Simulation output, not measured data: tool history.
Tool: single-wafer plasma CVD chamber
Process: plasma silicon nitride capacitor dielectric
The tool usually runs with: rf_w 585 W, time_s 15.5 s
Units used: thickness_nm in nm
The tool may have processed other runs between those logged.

run    hour  rf_w  time_s  read-back reference wafer on the same gauge, thickness_nm  thickness_nm
  1     0.0   585    15.5                                                     23.785        24.606
  2   106.0   515    13.3                                                     23.799        20.544
  3   163.7   515    13.3                                                     23.798        20.628
  4   233.6   505    15.5                                                     23.807        23.977
  5   328.4   505    15.5                                                     23.796        23.891
  6   396.0   505    15.5                                                     23.808        23.969
  7   499.3   585    15.5                                                     23.798        24.560
  8   557.3   585    15.5                                                     23.773        24.582
  9   602.5   585    15.5                                                     23.799        24.408
 10   664.8   585    14.0                                                     23.804        22.015
 11   735.1   585    14.0                                                     23.789        22.126
 12   810.0   635    13.8                                                     23.819        22.065
 13   864.9   635    13.8                                                     23.792        22.095
 14   960.1   635    13.8                                                     23.806        22.145
     1020.0  -- RF generator calibrated
 15  1022.1   585    14.8                                                     23.787        23.734
 16  1080.6   585    14.8                                                     23.823        23.725
     1114.0  -- showerhead replaced
 17  1167.0   585    14.8                                                     23.805        23.700
 18  1264.9   585    15.5                                                     23.804        24.765
 19  1338.2   585    15.5                                                     23.780        24.676
 20  1402.3   585    15.5                                                     23.785        24.644
     1414.6  -- gauge calibrated
 21  1458.3   620    16.8                                                     23.800        27.061
 22  1508.6   545    16.7                                                     23.806        26.206
 23  1601.4   500    17.3                                                     23.796        26.778
 24  1714.5   585    15.5                                                     23.812        24.431
 25  1772.8   620    16.8                                                     23.801        26.994
 26  1822.7   585    18.1                                                     23.787        28.832
 27  1910.9   585    15.5                                                     23.783        24.541
 28  1953.7   585    15.5                                                     23.806        24.636
 29  2032.4   490    12.9                                                     23.813        19.728
 30  2112.2   555    14.4                                                     23.825        22.600
 31  2209.7   680    16.4                                                     23.798        26.694
 32  2307.8   585    15.5                                                     23.771        24.456
     2351.8  -- RF generator calibrated
 33  2415.0   505    16.5                                                     23.796        25.622
 34  2495.7   655    16.4                                                     23.796        26.838
 35  2576.1   515    15.5                                                     23.821        23.983
 36  2683.2   685    14.4                                                     23.808        23.677
 37  2959.1   500    12.4                                                     23.798        19.078
 38  3023.7   545    16.3                                                     23.798        25.388
 39  3082.4   585    15.5                                                     23.813        24.450
 40  3132.5   660    16.4                                                     23.800        26.618
 41  3227.0   545    13.0                                                     23.836        20.312
 42  3265.1   585    16.7                                                     23.790        26.322
 43  3359.4   490    18.1                                                     23.793        27.643
 44  3401.8   670    12.9                                                     23.812        20.775
 45  3467.7   690    12.6                                                     23.798        20.577

Selected run-to-run steps in thickness_nm, each split into two signed amounts: the part the tool would show with no hidden state at all (from settings, incoming material and random variation), and the remainder, which goes to the hidden state together with any gauge scatter not common to the measured and the hidden-state-free results:
Hidden state present: delivered RF power above the setpoint (%); gauge reads high (%).
Run 14 -> 15: rf_w 635 -> 585, time_s 13.8 -> 14.8, RF generator calibrated. thickness_nm +1.589 nm: hidden state +0.434, all else +1.155.
Run 32 -> 33: rf_w 585 -> 505, time_s 15.5 -> 16.5, RF generator calibrated. thickness_nm +1.166 nm: hidden state +0.286, all else +0.880.
Run 37 -> 38: rf_w 500 -> 545, time_s 12.4 -> 16.3. thickness_nm +6.310 nm: hidden state -0.106, all else +6.416.
Run 40 -> 41: rf_w 660 -> 545, time_s 16.4 -> 13.0. thickness_nm -6.306 nm: hidden state +0.091, all else -6.397.
Run 43 -> 44: rf_w 490 -> 670, time_s 18.1 -> 12.9. thickness_nm -6.868 nm: hidden state +0.114, all else -6.982.
